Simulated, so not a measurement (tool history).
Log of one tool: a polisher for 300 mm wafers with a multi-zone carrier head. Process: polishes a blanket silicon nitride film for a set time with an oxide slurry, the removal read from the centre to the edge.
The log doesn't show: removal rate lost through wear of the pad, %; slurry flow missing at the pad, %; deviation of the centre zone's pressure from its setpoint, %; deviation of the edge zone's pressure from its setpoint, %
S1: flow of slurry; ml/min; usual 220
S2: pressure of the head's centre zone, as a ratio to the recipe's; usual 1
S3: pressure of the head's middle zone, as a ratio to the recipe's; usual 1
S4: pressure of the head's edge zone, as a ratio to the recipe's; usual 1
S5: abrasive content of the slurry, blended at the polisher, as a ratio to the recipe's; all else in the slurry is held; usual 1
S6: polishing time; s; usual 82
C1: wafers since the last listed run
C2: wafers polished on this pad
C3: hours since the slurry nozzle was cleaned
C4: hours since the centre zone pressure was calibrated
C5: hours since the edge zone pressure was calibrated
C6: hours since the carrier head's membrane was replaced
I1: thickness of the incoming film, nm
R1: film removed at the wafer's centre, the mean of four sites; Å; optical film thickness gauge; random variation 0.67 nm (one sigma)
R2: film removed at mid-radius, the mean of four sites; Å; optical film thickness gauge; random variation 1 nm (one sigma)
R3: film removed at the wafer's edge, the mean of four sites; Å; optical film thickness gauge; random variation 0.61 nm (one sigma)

run 1 hour=0 | S1=220 S2=1 S3=1 S4=1 S5=1 S6=88 | C1=0 C2=338 C3=138.9 C4=654.7 C5=862 C6=1076.6 | I1=377.8 | R1=725 R2=744 R3=754
run 2 hour=24.5 | S1=255 S2=1 S3=1 S4=1 S5=1 S6=82 | C1=228 C2=566 C3=163.4 C4=679.2 C5=886.5 C6=1101.1 | I1=379.6 | R1=694 R2=707 R3=709
-- hour=33.3 worn pad replaced by a new one
run 3 hour=58.5 | S1=255 S2=1 S3=1 S4=1 S5=1 S6=82 | C1=279 C2=234 C3=197.4 C4=713.2 C5=920.5 C6=1135.1 | I1=375.8 | R1=696 R2=706 R3=715
run 4 hour=81.7 | S1=255 S2=1 S3=1 S4=1 S5=1 S6=82 | C1=216 C2=451 C3=220.6 C4=736.4 C5=943.7 C6=1158.3 | I1=384.5 | R1=694 R2=705 R3=712
run 5 hour=101.4 | S1=220 S2=1 S3=1 S4=1 S5=1 S6=82 | C1=183 C2=635 C3=240.3 C4=756.1 C5=963.4 C6=1178 | I1=377.4 | R1=683 R2=666 R3=690
-- hour=117.2 worn pad replaced by a new one
-- hour=131.1 slurry nozzle cleaned
-- hour=142 carrier head's membrane replaced by a new one
run 6 hour=142.5 | S1=275 S2=1 S3=1 S4=1 S5=1 S6=82 | C1=290 C2=180 C3=11.4 C4=797.2 C5=1004.5 C6=0.5 | I1=380.9 | R1=700 R2=719 R3=729
run 7 hour=171.5 | S1=220 S2=1 S3=1 S4=1 S5=1 S6=82 | C1=270 C2=451 C3=40.4 C4=826.2 C5=1033.5 C6=29.5 | I1=382 | R1=682 R2=682 R3=713
-- hour=203.6 worn pad replaced by a new one
run 8 hour=204.1 | S1=220 S2=1 S3=1 S4=1 S5=1 S6=82 | C1=266 C2=5 C3=73 C4=858.8 C5=1066.1 C6=62.1 | I1=386.7 | R1=684 R2=703 R3=699
run 9 hour=231.9 | S1=155 S2=0.91 S3=1 S4=1.05 S5=1 S6=107 | C1=259 C2=264 C3=100.8 C4=886.6 C5=1093.9 C6=89.9 | I1=374.1 | R1=766 R2=855 R3=894
-- hour=248.7 edge zone pressure recalibrated
-- hour=256.4 centre zone pressure recalibrated
run 10 hour=261.5 | S1=220 S2=1 S3=0.93 S4=1 S5=1 S6=69 | C1=238 C2=503 C3=130.4 C4=5.1 C5=12.8 C6=119.5 | I1=383.2 | R1=568 R2=544 R3=596
-- hour=286.7 worn pad replaced by a new one
run 11 hour=288.3 | S1=220 S2=1 S3=1 S4=1.06 S5=1.3 S6=82 | C1=212 C2=14 C3=157.2 C4=31.9 C5=39.6 C6=146.3 | I1=377.5 | R1=792 R2=814 R3=860
run 12 hour=311.9 | S1=220 S2=1 S3=1 S4=1 S5=1 S6=82 | C1=220 C2=235 C3=180.8 C4=55.5 C5=63.2 C6=169.9 | I1=379.6 | R1=674 R2=692 R3=688
run 13 hour=326 | S1=220 S2=1 S3=0.97 S4=1 S5=1 S6=82 | C1=131 C2=366 C3=194.9 C4=69.6 C5=77.3 C6=184 | I1=379.4 | R1=679 R2=667 R3=706
run 14 hour=344.4 | S1=220 S2=1 S3=1 S4=1 S5=1 S6=82 | C1=171 C2=538 C3=213.3 C4=88 C5=95.7 C6=202.4 | I1=376.1 | R1=679 R2=697 R3=704

The next listed run, before its measurement:
-- hour=365.9 worn pad replaced by a new one
run 15 hour=366.4 | S1=220 S2=1 S3=1.08 S4=1.12 S5=1 S6=82 | C1=167 C2=4 C3=235.3 C4=110 C5=117.7 C6=224.4 | I1=379.5 | R1=? R2=? R3=?

R1: 682 Å
R2: 717 Å
R3: 748 Å
Without the tool's hidden state the same run would have given R1 682 Å, R2 717 Å, R3 748 Å.
